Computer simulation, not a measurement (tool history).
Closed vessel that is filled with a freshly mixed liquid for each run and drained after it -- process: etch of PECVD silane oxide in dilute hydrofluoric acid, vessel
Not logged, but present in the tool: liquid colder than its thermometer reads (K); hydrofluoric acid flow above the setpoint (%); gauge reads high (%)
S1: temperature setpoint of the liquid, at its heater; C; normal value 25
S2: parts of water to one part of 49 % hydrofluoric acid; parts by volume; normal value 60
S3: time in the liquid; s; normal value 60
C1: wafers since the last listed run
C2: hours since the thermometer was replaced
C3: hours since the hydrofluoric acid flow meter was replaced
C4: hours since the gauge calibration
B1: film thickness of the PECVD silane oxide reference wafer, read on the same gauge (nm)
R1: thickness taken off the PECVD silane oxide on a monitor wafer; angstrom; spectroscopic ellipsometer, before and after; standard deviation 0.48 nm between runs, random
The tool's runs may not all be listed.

run 1 day=0 | S1=25 S2=60 S3=60 | C1=0 C2=1430.9 C3=1734.6 C4=1649.6 | B1=70.02 | R1=514
run 2 day=1.067 | S1=25 S2=60 S3=60 | C1=3137 C2=1456.5 C3=1760.2 C4=1675.2 | B1=69.97 | R1=516.4
run 3 day=3.517 | S1=25 S2=45 S3=70 | C1=7207 C2=1515.3 C3=1819 C4=1734 | B1=70.03 | R1=807.4
run 4 day=4.783 | S1=25 S2=80 S3=60 | C1=3726 C2=1545.7 C3=1849.4 C4=1764.4 | B1=70.01 | R1=374.1
run 5 day=6.629 | S1=25 S2=80 S3=60 | C1=5430 C2=1590 C3=1893.7 C4=1808.7 | B1=69.98 | R1=377.3
run 6 day=8.629 | S1=25 S2=60 S3=60 | C1=5883 C2=1638 C3=1941.7 C4=1856.7 | B1=70.01 | R1=515.3
run 7 day=10.242 | S1=25 S2=60 S3=60 | C1=4743 C2=1676.7 C3=1980.4 C4=1895.4 | B1=70.04 | R1=508.9
-- day=10.254 gauge calibrated
run 8 day=12.362 | S1=25 S2=60 S3=60 | C1=6239 C2=1727.6 C3=2031.3 C4=50.6 | B1=70 | R1=506.6
-- day=17.425 hydrofluoric acid flow meter replaced
run 9 day=19.046 | S1=25 S2=60 S3=60 | C1=19538 C2=1888 C3=38.9 C4=211 | B1=69.95 | R1=466.6
run 10 day=20.375 | S1=25 S2=70 S3=60 | C1=3910 C2=1919.9 C3=70.8 C4=242.9 | B1=69.99 | R1=403
run 11 day=22.542 | S1=25 S2=70 S3=60 | C1=6374 C2=1971.9 C3=122.8 C4=294.9 | B1=70.04 | R1=393.5
run 12 day=23.675 | S1=25 S2=60 S3=60 | C1=3334 C2=1999.1 C3=150 C4=322.1 | B1=70 | R1=475.7
run 13 day=26.542 | S1=25 S2=60 S3=60 | C1=8433 C2=2067.9 C3=218.8 C4=390.9 | B1=70 | R1=472.7
run 14 day=28.571 | S1=25 S2=45 S3=60 | C1=5969 C2=2116.6 C3=267.5 C4=439.6 | B1=69.98 | R1=638.7
run 15 day=30.712 | S1=25 S2=60 S3=60 | C1=6300 C2=2168 C3=318.9 C4=491 | B1=69.99 | R1=469.1
run 16 day=32.583 | S1=28 S2=50 S3=30 | C1=5503 C2=2212.9 C3=363.8 C4=535.9 | B1=70.01 | R1=322.4
run 17 day=34.717 | S1=25 S2=60 S3=60 | C1=6275 C2=2264.1 C3=415 C4=587.1 | B1=69.99 | R1=469.8
run 18 day=35.796 | S1=20.5 S2=75 S3=30 | C1=3174 C2=2290 C3=440.9 C4=613 | B1=70.01 | R1=151.4
run 19 day=37.383 | S1=25 S2=60 S3=60 | C1=4670 C2=2328.1 C3=479 C4=651.1 | B1=70.04 | R1=472.6
run 20 day=38.529 | S1=28 S2=60 S3=60 | C1=3370 C2=2355.6 C3=506.5 C4=678.6 | B1=69.94 | R1=530.4
-- day=40.708 thermometer replaced
run 21 day=41.267 | S1=22.5 S2=70 S3=50 | C1=7930 C2=13.4 C3=572.2 C4=744.3 | B1=70 | R1=338.2
run 22 day=43.904 | S1=25 S2=85 S3=60 | C1=7759 C2=76.7 C3=635.5 C4=807.6 | B1=69.97 | R1=357.6
run 23 day=47.892 | S1=29 S2=60 S3=85 | C1=11730 C2=172.4 C3=731.2 C4=903.3 | B1=69.98 | R1=848.6
run 24 day=50.758 | S1=25 S2=90 S3=60 | C1=8433 C2=241.2 C3=800 C4=972.1 | B1=70.03 | R1=334.9
run 25 day=51.904 | S1=25 S2=60 S3=60 | C1=3370 C2=268.7 C3=827.5 C4=999.6 | B1=69.98 | R1=516.3
run 26 day=53.212 | S1=25 S2=60 S3=60 | C1=3848 C2=300.1 C3=858.9 C4=1031 | B1=70.04 | R1=513.2
run 27 day=56.133 | S1=26.5 S2=40 S3=75 | C1=8592 C2=370.2 C3=929 C4=1101.1 | B1=70.01 | R1=1052.1
run 28 day=62.25 | S1=28.5 S2=80 S3=40 | C1=17994 C2=517 C3=1075.8 C4=1247.9 | B1=70.01 | R1=293.7
run 29 day=64.608 | S1=21 S2=80 S3=60 | C1=6937 C2=573.6 C3=1132.4 C4=1304.5 | B1=69.98 | R1=323.4
run 30 day=66.342 | S1=20.5 S2=45 S3=40 | C1=5099 C2=615.2 C3=1174 C4=1346.1 | B1=70.02 | R1=388.1
run 31 day=67.421 | S1=21.5 S2=70 S3=30 | C1=3174 C2=641.1 C3=1199.9 C4=1372 | B1=69.98 | R1=188.9
run 32 day=68.625 | S1=30 S2=40 S3=30 | C1=3542 C2=670 C3=1228.8 C4=1400.9 | B1=70 | R1=497.5
run 33 day=70.412 | S1=20 S2=60 S3=60 | C1=5258 C2=712.9 C3=1271.7 C4=1443.8 | B1=70.02 | R1=422.8

What differs in the tool's unlogged condition from the final listed run ahead of each entry between runs to the first listed run following it?
Between runs 7 and 8: gauge calibrated (day 10.254)
  liquid colder than its thermometer reads (K): 1.91 -> 1.96; hydrofluoric acid flow above the setpoint (%): 8.9 -> 9.13
  what was measured, less what the result would be without the hidden state, R1: +6.8 -> +6.9 angstrom
Between runs 8 and 9: hydrofluoric acid flow meter replaced (day 17.425)
  liquid colder than its thermometer reads (K): 1.96 -> 2.13; hydrofluoric acid flow above the setpoint (%): 9.13 -> 1.05
  what was measured, less what the result would be without the hidden state, R1: +6.9 -> -36.8 angstrom
Between runs 20 and 21: thermometer replaced (day 40.708)
  liquid colder than its thermometer reads (K): 2.61 -> 0.246; hydrofluoric acid flow above the setpoint (%): 3.12 -> 3.41
  what was measured, less what the result would be without the hidden state, R1: -39 -> +8.7 angstrom
